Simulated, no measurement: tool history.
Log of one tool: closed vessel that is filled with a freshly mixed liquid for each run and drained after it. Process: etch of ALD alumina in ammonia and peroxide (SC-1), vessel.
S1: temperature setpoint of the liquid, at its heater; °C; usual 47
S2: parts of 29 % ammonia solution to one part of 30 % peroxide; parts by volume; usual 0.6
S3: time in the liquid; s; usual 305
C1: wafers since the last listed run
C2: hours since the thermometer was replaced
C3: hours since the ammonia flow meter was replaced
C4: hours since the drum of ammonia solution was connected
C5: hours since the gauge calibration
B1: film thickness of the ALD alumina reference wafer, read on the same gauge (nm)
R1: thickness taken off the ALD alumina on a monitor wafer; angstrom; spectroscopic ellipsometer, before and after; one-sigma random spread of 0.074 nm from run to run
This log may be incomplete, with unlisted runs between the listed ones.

run 1 day=0 | S1=47 S2=0.6 S3=305 | C1=0 C2=2335.2 C3=274.8 C4=575.7 C5=283.6 | B1=79.99 | R1=105.6
run 2 day=1.15 | S1=47 S2=0.6 S3=305 | C1=2901 C2=2362.8 C3=302.4 C4=603.3 C5=311.2 | B1=80.03 | R1=105.3
run 3 day=2.058 | S1=47 S2=0.6 S3=305 | C1=2292 C2=2384.6 C3=324.2 C4=625.1 C5=333 | B1=79.98 | R1=104.2
-- day=2.996 gauge calibrated
run 4 day=3.354 | S1=47 S2=0.6 S3=305 | C1=3269 C2=2415.7 C3=355.3 C4=656.2 C5=8.6 | B1=80.04 | R1=103.8
run 5 day=4.142 | S1=47 S2=0.6 S3=305 | C1=1987 C2=2434.6 C3=374.2 C4=675.1 C5=27.5 | B1=80.04 | R1=104.8
run 6 day=5.533 | S1=47 S2=0.6 S3=305 | C1=3511 C2=2468 C3=407.6 C4=708.5 C5=60.9 | B1=80.04 | R1=104.3
run 7 day=6.829 | S1=47 S2=0.6 S3=305 | C1=3269 C2=2499.1 C3=438.7 C4=739.6 C5=92 | B1=80.02 | R1=103.7
run 8 day=7.583 | S1=47 S2=0.6 S3=305 | C1=1903 C2=2517.2 C3=456.8 C4=757.7 C5=110.1 | B1=80.04 | R1=103.8
-- day=8.512 ammonia flow meter replaced
run 9 day=8.942 | S1=47 S2=0.6 S3=305 | C1=3322 C2=2549.8 C3=10.3 C4=790.3 C5=142.7 | B1=79.98 | R1=104.4
run 10 day=10.058 | S1=47 S2=0.6 S3=305 | C1=2817 C2=2576.6 C3=37.1 C4=817.1 C5=169.5 | B1=80.04 | R1=103.7
run 11 day=10.758 | S1=47 S2=0.6 S3=305 | C1=1766 C2=2593.4 C3=53.9 C4=833.9 C5=186.3 | B1=80 | R1=103.8
run 12 day=11.675 | S1=47 S2=0.6 S3=305 | C1=2313 C2=2615.4 C3=75.9 C4=855.9 C5=208.3 | B1=80.02 | R1=103
run 13 day=13.812 | S1=47 S2=0.75 S3=305 | C1=5393 C2=2666.7 C3=127.2 C4=907.2 C5=259.6 | B1=80.03 | R1=103.7
run 14 day=14.704 | S1=47 S2=0.9 S3=305 | C1=2250 C2=2688.1 C3=148.6 C4=928.6 C5=281 | B1=80.02 | R1=106.8
-- day=15.388 new drum of ammonia solution connected
-- day=15.746 gauge calibrated
run 15 day=16.1 | S1=52.5 S2=0.75 S3=380 | C1=3417 C2=2721.6 C3=182.1 C4=17.1 C5=8.5 | B1=80.01 | R1=177.9
run 16 day=16.9 | S1=55.5 S2=0.7 S3=230 | C1=2018 C2=2740.8 C3=201.3 C4=36.3 C5=27.7 | B1=79.97 | R1=126.9
-- day=17.792 thermometer replaced
run 17 day=17.879 | S1=47 S2=0.6 S3=305 | C1=2365 C2=2.1 C3=224.8 C4=59.8 C5=51.2 | B1=80 | R1=119.9
run 18 day=19.054 | S1=43.5 S2=0.5 S3=250 | C1=2964 C2=30.3 C3=253 C4=88 C5=79.4 | B1=79.97 | R1=78.7
run 19 day=20.333 | S1=52 S2=0.4 S3=305 | C1=3227 C2=61 C3=283.7 C4=118.7 C5=110.1 | B1=79.97 | R1=150.1
run 20 day=21.692 | S1=47 S2=0.35 S3=305 | C1=3427 C2=93.6 C3=316.3 C4=151.3 C5=142.7 | B1=80 | R1=113.5
run 21 day=23.154 | S1=47 S2=0.6 S3=470 | C1=3690 C2=128.7 C3=351.4 C4=186.4 C5=177.8 | B1=79.97 | R1=183
run 22 day=24.621 | S1=47 S2=0.35 S3=450 | C1=3700 C2=163.9 C3=386.6 C4=221.6 C5=213 | B1=79.98 | R1=167.6
run 23 day=26.067 | S1=47 S2=0.45 S3=305 | C1=3648 C2=198.6 C3=421.3 C4=256.3 C5=247.7 | B1=79.99 | R1=116.1

Alternative continuations, all from the tool just after run 23; predict every row:
run A day=26.096 | S1=47 S2=0.6 S3=305 | C1=73 C2=199.3 C3=422 C4=257 C5=248.4 | B1=? | R1=?
run B day=26.096 | S1=41.5 S2=0.5 S3=195 | C1=73 C2=199.3 C3=422 C4=257 C5=248.4 | B1=? | R1=?
run C day=26.096 | S1=53 S2=0.6 S3=305 | C1=73 C2=199.3 C3=422 C4=257 C5=248.4 | B1=? | R1=?
run D day=26.096 | S1=40.5 S2=0.6 S3=305 | C1=73 C2=199.3 C3=422 C4=257 C5=248.4 | B1=? | R1=?
run E day=26.096 | S1=49.5 S2=0.45 S3=230 | C1=73 C2=199.3 C3=422 C4=257 C5=248.4 | B1=? | R1=?

run=A B1=79.98 R1=118.2
run=B B1=79.98 R1=54.1
run=C B1=79.98 R1=164.6
run=D B1=79.98 R1=81.3
run=E B1=79.98 R1=99.7
What these runs would have given with no unlogged condition in the tool:
run=A R1=121.5
run=B R1=55.7
run=C R1=169
run=D R1=83.6
run=E R1=102.5
